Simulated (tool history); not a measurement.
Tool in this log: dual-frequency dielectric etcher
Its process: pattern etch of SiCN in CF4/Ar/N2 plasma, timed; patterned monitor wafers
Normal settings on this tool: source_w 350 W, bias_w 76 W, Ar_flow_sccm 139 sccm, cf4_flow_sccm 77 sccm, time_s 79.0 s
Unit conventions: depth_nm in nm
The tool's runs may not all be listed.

| run | hour | source_w | bias_w | Ar_flow_sccm | cf4_flow_sccm | time_s | read-back reference wafer on the same gauge, depth_nm | depth_nm |
|---|---|---|---|---|---|---|---|---|
| 1 | 0.0 | 350 | 76 | 139 | 77 | 79.0 | 45.2 | 51.1 |
|  | 44.7 | upper electrode replaced |
| 2 | 98.9 | 260 | 83 | 139 | 86 | 86.0 | 45.2 | 49.2 |
|  | 159.8 | wet clean of the chamber |
| 3 | 195.7 | 350 | 76 | 139 | 77 | 79.0 | 45.2 | 49.5 |
|  | 258.8 | bias power generator calibrated |
| 4 | 271.3 | 350 | 62 | 139 | 77 | 79.0 | 45.2 | 46.5 |
|  | 345.5 | source power generator calibrated |
| 5 | 346.0 | 350 | 76 | 150 | 77 | 98.5 | 45.2 | 61.3 |
| 6 | 415.4 | 270 | 76 | 139 | 77 | 97.5 | 45.2 | 53.1 |
| 7 | 467.9 | 410 | 76 | 122 | 77 | 79.0 | 45.2 | 57.2 |
| 8 | 527.2 | 350 | 76 | 139 | 77 | 79.0 | 45.3 | 50.8 |
|  | 603.4 | CF4 flow controller replaced |
| 9 | 631.2 | 350 | 76 | 139 | 77 | 79.0 | 45.2 | 50.6 |
| 10 | 733.9 | 350 | 69 | 139 | 77 | 79.0 | 45.2 | 49.3 |
|  | 809.1 | Ar flow controller replaced |
|  | 811.4 | wet clean of the chamber |
| 11 | 811.9 | 350 | 63 | 109 | 87 | 79.0 | 45.2 | 49.6 |
| 12 | 891.2 | 280 | 76 | 105 | 71 | 94.0 | 45.2 | 53.4 |

Estimate the outcome of run 13 from the log above:
| 13 | 953.7 | 350 | 76 | 149 | 77 | 60.0 | ? | ? |

{"run 13": {"read-back reference wafer on the same gauge, depth_nm": 45.3, "depth_nm": 37.5}}
Were there no unlogged condition in the tool, this run, its random variation unchanged, would have produced depth_nm 37.3 nm.

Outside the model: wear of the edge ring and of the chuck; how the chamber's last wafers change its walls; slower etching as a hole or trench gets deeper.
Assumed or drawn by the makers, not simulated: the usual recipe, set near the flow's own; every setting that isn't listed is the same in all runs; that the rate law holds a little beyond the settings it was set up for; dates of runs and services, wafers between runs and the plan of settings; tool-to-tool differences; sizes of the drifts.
